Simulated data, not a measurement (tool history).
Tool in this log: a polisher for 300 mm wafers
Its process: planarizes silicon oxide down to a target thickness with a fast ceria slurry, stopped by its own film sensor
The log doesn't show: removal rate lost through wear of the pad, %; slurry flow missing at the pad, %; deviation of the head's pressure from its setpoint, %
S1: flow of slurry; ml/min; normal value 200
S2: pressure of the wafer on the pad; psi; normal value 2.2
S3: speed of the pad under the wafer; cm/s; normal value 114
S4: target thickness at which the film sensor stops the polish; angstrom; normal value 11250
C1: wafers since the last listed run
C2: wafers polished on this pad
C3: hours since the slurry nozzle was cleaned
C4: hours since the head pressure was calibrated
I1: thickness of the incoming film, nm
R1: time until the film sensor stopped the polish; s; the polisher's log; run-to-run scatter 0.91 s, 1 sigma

run,hour,S1,S2,S3,S4,C1,C2,C3,C4,I1,R1
1,0,200,2.2,114,11250,0,50,283.6,620.9,2288.6,65.5
2,20.8,200,2.2,114,11250,123,173,304.4,641.7,2267.9,63.6
3,46.3,200,2.2,114,11250,151,325,329.9,667.2,2260.3,64.1
4,66.5,200,2.2,114,11250,119,444,350.1,687.4,2285.1,66.1
# hour 119.8: worn pad replaced by a new one
5,142.9,200,2.2,114,11250,429,137,426.5,763.8,2242.7,63.3
6,159.9,200,2.2,114,11250,100,237,443.5,780.8,2271.2,62.5
7,187.2,200,2.2,142,11250,161,399,470.8,808.1,2248,52
# hour 237.6: worn pad replaced by a new one
8,238.1,200,2.2,142,11250,278,2,521.7,859,2263.4,52.1
9,302.1,200,2.8,114,13690,379,382,585.7,923,2297.9,43.7
10,335,200,2.4,114,11250,195,577,618.6,955.9,2282.8,61.1
# hour 365.1: worn pad replaced by a new one
11,368.3,140,2.9,136,12810,173,19,651.9,989.2,2264.6,40.4
# hour 378.1: head pressure recalibrated
# hour 388.1: slurry nozzle cleaned
12,397.3,150,2.6,104,12660,154,173,9.2,19.2,2257.3,57.2
13,415.7,235,2.2,114,13030,109,282,27.6,37.6,2265.4,54
14,437.3,200,2.2,114,11250,128,410,49.2,59.2,2236.1,63.5
15,456,150,1.4,140,8550,110,521,67.9,77.9,2255.7,92.7
# hour 478.4: worn pad replaced by a new one
16,485.6,170,2.2,114,11250,151,42,97.5,107.5,2271.1,66.4
17,514.5,150,2.2,114,11250,171,214,126.4,136.4,2249.8,64
18,542.9,200,2.2,114,11250,168,382,154.8,164.8,2259.5,63.5
19,555.4,145,2.2,148,11250,74,456,167.3,177.3,2270.5,52.4
20,568.9,200,2.2,134,11250,80,536,180.8,190.8,2263.3,54.9

What was the tool's hidden state at every run in the log?
removal rate lost through wear of the pad, %: 0 across all the runs
slurry flow missing at the pad, %: 0 across all the runs
deviation of the head's pressure from its setpoint, %: 0 across all the runs

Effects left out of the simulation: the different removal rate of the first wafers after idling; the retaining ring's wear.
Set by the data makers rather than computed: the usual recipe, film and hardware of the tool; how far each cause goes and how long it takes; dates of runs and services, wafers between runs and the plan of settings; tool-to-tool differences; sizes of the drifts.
